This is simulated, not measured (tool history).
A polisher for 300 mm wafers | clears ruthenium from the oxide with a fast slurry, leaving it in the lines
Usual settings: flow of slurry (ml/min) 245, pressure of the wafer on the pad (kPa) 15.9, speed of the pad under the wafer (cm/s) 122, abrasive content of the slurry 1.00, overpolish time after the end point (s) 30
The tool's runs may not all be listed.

| run | day | flow of slurry (ml/min) | pressure of the wafer on the pad (kPa) | speed of the pad under the wafer (cm/s) | abrasive content of the slurry | overpolish time after the end point (s) | incoming thickness of the incoming film, nm | time until the end point was called (s) | dishing of a wide line in a test structure (Å) |
|---|---|---|---|---|---|---|---|---|---|
| 1 | 0.000 | 245 | 15.9 | 122 | 1.00 | 30 | 198.7 | 46.9 | 737 |
|  | 0.700 | worn pad replaced by a new one, of another model than before |
| 2 | 0.721 | 245 | 15.9 | 122 | 1.00 | 30 | 201.8 | 49.1 | 773 |
| 3 | 1.958 | 245 | 15.9 | 122 | 1.00 | 30 | 197.9 | 47.4 | 792 |
| 4 | 2.512 | 245 | 15.9 | 122 | 1.00 | 30 | 200.1 | 49.9 | 747 |
| 5 | 3.571 | 245 | 15.9 | 122 | 1.00 | 30 | 198.9 | 47.2 | 743 |
| 6 | 4.233 | 245 | 15.9 | 122 | 1.00 | 30 | 203.4 | 51.1 | 776 |
|  | 4.338 | slurry blender recalibrated |
| 7 | 5.462 | 245 | 15.9 | 122 | 1.00 | 30 | 201.0 | 49.5 | 723 |
| 8 | 6.071 | 245 | 15.9 | 122 | 1.00 | 30 | 199.6 | 49.3 | 750 |
| 9 | 6.700 | 245 | 15.9 | 122 | 1.00 | 30 | 197.7 | 50.3 | 734 |
| 10 | 7.458 | 185 | 17.9 | 122 | 1.00 | 30 | 202.9 | 53.8 | 720 |
| 11 | 8.479 | 245 | 20.0 | 122 | 0.80 | 30 | 201.4 | 47.7 | 789 |
| 12 | 9.896 | 170 | 17.9 | 100 | 1.00 | 30 | 196.1 | 61.3 | 621 |
| 13 | 11.333 | 245 | 15.9 | 122 | 1.00 | 30 | 200.3 | 50.2 | 729 |
|  | 11.567 | worn pad replaced by a new one |
| 14 | 12.050 | 245 | 17.2 | 152 | 0.80 | 30 | 203.4 | 47.3 | 794 |
| 15 | 13.179 | 200 | 20.7 | 122 | 0.90 | 30 | 199.2 | 49.7 | 753 |
| 16 | 13.788 | 245 | 15.9 | 146 | 1.00 | 30 | 201.2 | 47.2 | 759 |
| 17 | 14.658 | 275 | 15.9 | 122 | 0.85 | 30 | 202.4 | 55.4 | 690 |
|  | 18.050 | slurry blender recalibrated |
| 18 | 19.138 | 245 | 15.9 | 86 | 1.30 | 30 | 202.7 | 60.8 | 636 |
| 19 | 20.329 | 245 | 15.9 | 122 | 1.00 | 30 | 201.9 | 57.4 | 697 |
|  | 22.821 | worn pad replaced by a new one |
|  | 23.279 | head pressure recalibrated |
|  | 24.254 | slurry nozzle cleaned |
| 20 | 24.638 | 245 | 15.9 | 122 | 1.00 | 30 | 200.7 | 48.6 | 769 |
| 21 | 25.321 | 280 | 15.9 | 122 | 0.90 | 30 | 200.4 | 51.1 | 745 |
| 22 | 26.271 | 245 | 15.9 | 102 | 1.00 | 25 | 197.9 | 51.9 | 623 |
| 23 | 27.338 | 330 | 15.9 | 122 | 1.00 | 30 | 196.2 | 44.6 | 805 |
| 24 | 28.133 | 245 | 20.0 | 122 | 1.00 | 30 | 196.2 | 40.4 | 864 |
| 25 | 28.992 | 190 | 13.1 | 122 | 1.00 | 40 | 202.1 | 59.7 | 834 |
| 26 | 29.579 | 245 | 15.9 | 122 | 1.00 | 30 | 198.3 | 47.8 | 750 |
| 27 | 30.375 | 280 | 17.9 | 142 | 1.00 | 30 | 204.2 | 40.4 | 889 |
|  | 31.804 | worn pad replaced by a new one |
|  | 33.104 | slurry blender recalibrated |
| 28 | 34.725 | 215 | 15.9 | 122 | 1.00 | 44 | 198.6 | 50.5 | 941 |
| 29 | 35.450 | 245 | 15.9 | 122 | 1.00 | 30 | 195.6 | 47.3 | 782 |

Some steps in time until the end point was called (s) between neighbouring runs. How much of each would the tool show without its hidden state too (settings, what came in, random variation), and how much is left for the hidden state, with any gauge scatter that isn't in both results?
The hidden state here: removal rate lost through wear of the pad, %; slurry flow missing at the pad, %; deviation of the head's pressure from its setpoint, %; abrasive missing from the slurry, %.
Run 11 -> 12: flow of slurry (ml/min) 245 -> 170, pressure of the wafer on the pad (kPa) 20.0 -> 17.9, speed of the pad under the wafer (cm/s) 122 -> 100, abrasive content of the slurry 0.80 -> 1.00. time until the end point was called (s) +13.6: hidden state +4.1, all else +9.5.
Run 17 -> 18: flow of slurry (ml/min) 275 -> 245, speed of the pad under the wafer (cm/s) 122 -> 86, abrasive content of the slurry 0.85 -> 1.30, slurry blender recalibrated. time until the end point was called (s) +5.4: hidden state +4.9, all else +0.5.
Run 19 -> 20: worn pad replaced by a new one, head pressure recalibrated, slurry nozzle cleaned. time until the end point was called (s) -8.8: hidden state -9.6, all else +0.8.
Run 24 -> 25: flow of slurry (ml/min) 245 -> 190, pressure of the wafer on the pad (kPa) 20.0 -> 13.1, overpolish time after the end point (s) 30 -> 40. time until the end point was called (s) +19.3: hidden state +0.3, all else +19.0.

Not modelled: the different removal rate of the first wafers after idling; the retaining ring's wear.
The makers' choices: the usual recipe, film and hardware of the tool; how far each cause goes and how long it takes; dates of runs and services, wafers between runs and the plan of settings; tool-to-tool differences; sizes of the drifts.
